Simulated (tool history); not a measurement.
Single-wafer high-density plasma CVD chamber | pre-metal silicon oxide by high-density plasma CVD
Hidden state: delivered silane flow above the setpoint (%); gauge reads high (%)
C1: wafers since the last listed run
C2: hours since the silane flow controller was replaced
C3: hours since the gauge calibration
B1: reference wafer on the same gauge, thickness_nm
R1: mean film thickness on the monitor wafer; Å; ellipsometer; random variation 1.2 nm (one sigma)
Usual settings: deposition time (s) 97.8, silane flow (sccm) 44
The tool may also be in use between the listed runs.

{"run": 1, "hour": 0.0, "deposition time (s)": 108.2, "silane flow (sccm)": 44, "C1": 0, "C2": 2824.1, "C3": 295.9, "B1": 418.976, "R1": 4722.94}
{"run": 2, "hour": 27.3, "deposition time (s)": 97.8, "silane flow (sccm)": 44, "C1": 526, "C2": 2851.4, "C3": 323.2, "B1": 419.41, "R1": 4276.7}
{"run": 3, "hour": 52.0, "deposition time (s)": 82.5, "silane flow (sccm)": 44, "C1": 476, "C2": 2876.1, "C3": 347.9, "B1": 418.563, "R1": 3583.11}
{"run": 4, "hour": 82.7, "deposition time (s)": 97.8, "silane flow (sccm)": 44, "C1": 592, "C2": 2906.8, "C3": 378.6, "B1": 418.894, "R1": 4262.11}
{"run": 5, "hour": 118.0, "deposition time (s)": 97.8, "silane flow (sccm)": 44, "C1": 680, "C2": 2942.1, "C3": 413.9, "B1": 418.375, "R1": 4260.96}
{"run": 6, "hour": 149.5, "deposition time (s)": 97.8, "silane flow (sccm)": 44, "C1": 607, "C2": 2973.6, "C3": 445.4, "B1": 418.333, "R1": 4264.87}
{"run": 7, "hour": 181.9, "deposition time (s)": 91.3, "silane flow (sccm)": 50, "C1": 625, "C2": 3006, "C3": 477.8, "B1": 418.921, "R1": 4340.98}
{"run": 8, "hour": 217.3, "deposition time (s)": 91.3, "silane flow (sccm)": 50, "C1": 682, "C2": 3041.4, "C3": 513.2, "B1": 418.728, "R1": 4343.53}
{"run": 9, "hour": 248.5, "deposition time (s)": 97.8, "silane flow (sccm)": 44, "C1": 601, "C2": 3072.6, "C3": 544.4, "B1": 419.156, "R1": 4240.27}
{"run": 10, "hour": 262.8, "deposition time (s)": 97.8, "silane flow (sccm)": 44, "C1": 275, "C2": 3086.9, "C3": 558.7, "B1": 418.896, "R1": 4254.39}
{"run": 11, "hour": 287.1, "deposition time (s)": 97.8, "silane flow (sccm)": 44, "C1": 468, "C2": 3111.2, "C3": 583, "B1": 418.793, "R1": 4249.24}
{"run": 12, "hour": 322.7, "deposition time (s)": 97.8, "silane flow (sccm)": 44, "C1": 686, "C2": 3146.8, "C3": 618.6, "B1": 419.673, "R1": 4248.64}
{"run": 13, "hour": 336.4, "deposition time (s)": 97.8, "silane flow (sccm)": 44, "C1": 264, "C2": 3160.5, "C3": 632.3, "B1": 418.798, "R1": 4234.62}
{"run": 14, "hour": 364.6, "deposition time (s)": 97.8, "silane flow (sccm)": 44, "C1": 544, "C2": 3188.7, "C3": 660.5, "B1": 419.031, "R1": 4242.19}
{"run": 15, "hour": 395.6, "deposition time (s)": 87.3, "silane flow (sccm)": 46, "C1": 598, "C2": 3219.7, "C3": 691.5, "B1": 418.809, "R1": 3906.23}
{"run": 16, "hour": 428.3, "deposition time (s)": 97.8, "silane flow (sccm)": 40, "C1": 630, "C2": 3252.4, "C3": 724.2, "B1": 419.386, "R1": 3997.47}
{"run": 17, "hour": 440.7, "deposition time (s)": 97.8, "silane flow (sccm)": 40, "C1": 239, "C2": 3264.8, "C3": 736.6, "B1": 419.357, "R1": 3967.26}
{"run": 18, "hour": 461.4, "deposition time (s)": 97.8, "silane flow (sccm)": 40, "C1": 399, "C2": 3285.5, "C3": 757.3, "B1": 418.828, "R1": 3957.35}
{"run": 19, "hour": 492.5, "deposition time (s)": 97.8, "silane flow (sccm)": 44, "C1": 599, "C2": 3316.6, "C3": 788.4, "B1": 418.705, "R1": 4220.1}
{"run": 20, "hour": 514.8, "deposition time (s)": 97.8, "silane flow (sccm)": 44, "C1": 430, "C2": 3338.9, "C3": 810.7, "B1": 418.974, "R1": 4215.78}
{"run": 21, "hour": 545.2, "deposition time (s)": 97.8, "silane flow (sccm)": 44, "C1": 586, "C2": 3369.3, "C3": 841.1, "B1": 419.465, "R1": 4201.27}
{"run": 22, "hour": 566.0, "deposition time (s)": 97.8, "silane flow (sccm)": 37, "C1": 401, "C2": 3390.1, "C3": 861.9, "B1": 419.37, "R1": 3758.47}
{"hour": 577.7, "done": "silane flow controller replaced"}
{"run": 23, "hour": 594.2, "deposition time (s)": 97.8, "silane flow (sccm)": 52, "C1": 389, "C2": 16.5, "C3": 890.1, "B1": 419.294, "R1": 4946.11}
{"run": 24, "hour": 629.9, "deposition time (s)": 80.6, "silane flow (sccm)": 41, "C1": 688, "C2": 52.2, "C3": 925.8, "B1": 419.189, "R1": 3463.83}
{"run": 25, "hour": 657.7, "deposition time (s)": 109.1, "silane flow (sccm)": 51, "C1": 536, "C2": 80, "C3": 953.6, "B1": 418.55, "R1": 5428.73}
{"run": 26, "hour": 691.0, "deposition time (s)": 97.8, "silane flow (sccm)": 53, "C1": 642, "C2": 113.3, "C3": 986.9, "B1": 419.416, "R1": 4979.94}
{"run": 27, "hour": 717.6, "deposition time (s)": 97.8, "silane flow (sccm)": 44, "C1": 513, "C2": 139.9, "C3": 1013.5, "B1": 419.07, "R1": 4426.44}
{"run": 28, "hour": 750.9, "deposition time (s)": 97.8, "silane flow (sccm)": 50, "C1": 642, "C2": 173.2, "C3": 1046.8, "B1": 419.295, "R1": 4820.79}
{"run": 29, "hour": 770.4, "deposition time (s)": 113.6, "silane flow (sccm)": 44, "C1": 376, "C2": 192.7, "C3": 1066.3, "B1": 419.075, "R1": 5083.22}
{"run": 30, "hour": 790.9, "deposition time (s)": 97.8, "silane flow (sccm)": 41, "C1": 395, "C2": 213.2, "C3": 1086.8, "B1": 418.708, "R1": 4208.53}
{"run": 31, "hour": 813.0, "deposition time (s)": 97.8, "silane flow (sccm)": 44, "C1": 426, "C2": 235.3, "C3": 1108.9, "B1": 419.197, "R1": 4385.42}
{"hour": 826.0, "done": "gauge calibrated"}
{"run": 32, "hour": 833.2, "deposition time (s)": 97.8, "silane flow (sccm)": 38, "C1": 389, "C2": 255.5, "C3": 7.2, "B1": 418.955, "R1": 4006.43}
{"run": 33, "hour": 856.2, "deposition time (s)": 112.5, "silane flow (sccm)": 47, "C1": 443, "C2": 278.5, "C3": 30.2, "B1": 418.896, "R1": 5305.76}
{"run": 34, "hour": 884.1, "deposition time (s)": 106.4, "silane flow (sccm)": 44, "C1": 538, "C2": 306.4, "C3": 58.1, "B1": 419.008, "R1": 4788.09}
{"run": 35, "hour": 899.0, "deposition time (s)": 81.6, "silane flow (sccm)": 44, "C1": 287, "C2": 321.3, "C3": 73, "B1": 418.808, "R1": 3660.82}
{"run": 36, "hour": 927.6, "deposition time (s)": 87.3, "silane flow (sccm)": 46, "C1": 551, "C2": 349.9, "C3": 101.6, "B1": 419.077, "R1": 4058.34}
{"run": 37, "hour": 944.3, "deposition time (s)": 81.4, "silane flow (sccm)": 36, "C1": 322, "C2": 366.6, "C3": 118.3, "B1": 418.954, "R1": 3222.95}
{"run": 38, "hour": 986.1, "deposition time (s)": 97.8, "silane flow (sccm)": 44, "C1": 806, "C2": 408.4, "C3": 160.1, "B1": 419.418, "R1": 4407.87}
{"run": 39, "hour": 1012.9, "deposition time (s)": 107.8, "silane flow (sccm)": 48, "C1": 517, "C2": 435.2, "C3": 186.9, "B1": 419.284, "R1": 5176.99}
{"run": 40, "hour": 1030.3, "deposition time (s)": 97.8, "silane flow (sccm)": 44, "C1": 335, "C2": 452.6, "C3": 204.3, "B1": 418.583, "R1": 4406.05}
{"run": 41, "hour": 1066.0, "deposition time (s)": 97.8, "silane flow (sccm)": 35, "C1": 688, "C2": 488.3, "C3": 240, "B1": 418.759, "R1": 3780.6}
{"run": 42, "hour": 1081.6, "deposition time (s)": 110.5, "silane flow (sccm)": 50, "C1": 300, "C2": 503.9, "C3": 255.6, "B1": 418.993, "R1": 5442.99}

5 ways to go on from here, each from the tool as it stands after run 42. What would each give?
{"run": "A", "hour": 1082.0, "deposition time (s)": 81.9, "silane flow (sccm)": 44, "C1": 7, "C2": 504.3, "C3": 256, "B1": "?", "R1": "?"}
{"run": "B", "hour": 1082.0, "deposition time (s)": 108.5, "silane flow (sccm)": 38, "C1": 7, "C2": 504.3, "C3": 256, "B1": "?", "R1": "?"}
{"run": "C", "hour": 1082.0, "deposition time (s)": 105.3, "silane flow (sccm)": 50, "C1": 7, "C2": 504.3, "C3": 256, "B1": "?", "R1": "?"}
{"run": "D", "hour": 1082.0, "deposition time (s)": 92.1, "silane flow (sccm)": 36, "C1": 7, "C2": 504.3, "C3": 256, "B1": "?", "R1": "?"}
{"run": "E", "hour": 1082.0, "deposition time (s)": 92.8, "silane flow (sccm)": 37, "C1": 7, "C2": 504.3, "C3": 256, "B1": "?", "R1": "?"}

run=A B1=419.011 R1=3703.04
run=B B1=419.011 R1=4455.86
run=C B1=419.011 R1=5197.67
run=D B1=419.011 R1=3655.05
run=E B1=419.011 R1=3746.96
Without the tool's hidden state the same runs would have given:
run=A R1=3692.45
run=B R1=4443.11
run=C R1=5182.8
run=D R1=3644.6
run=E R1=3736.25

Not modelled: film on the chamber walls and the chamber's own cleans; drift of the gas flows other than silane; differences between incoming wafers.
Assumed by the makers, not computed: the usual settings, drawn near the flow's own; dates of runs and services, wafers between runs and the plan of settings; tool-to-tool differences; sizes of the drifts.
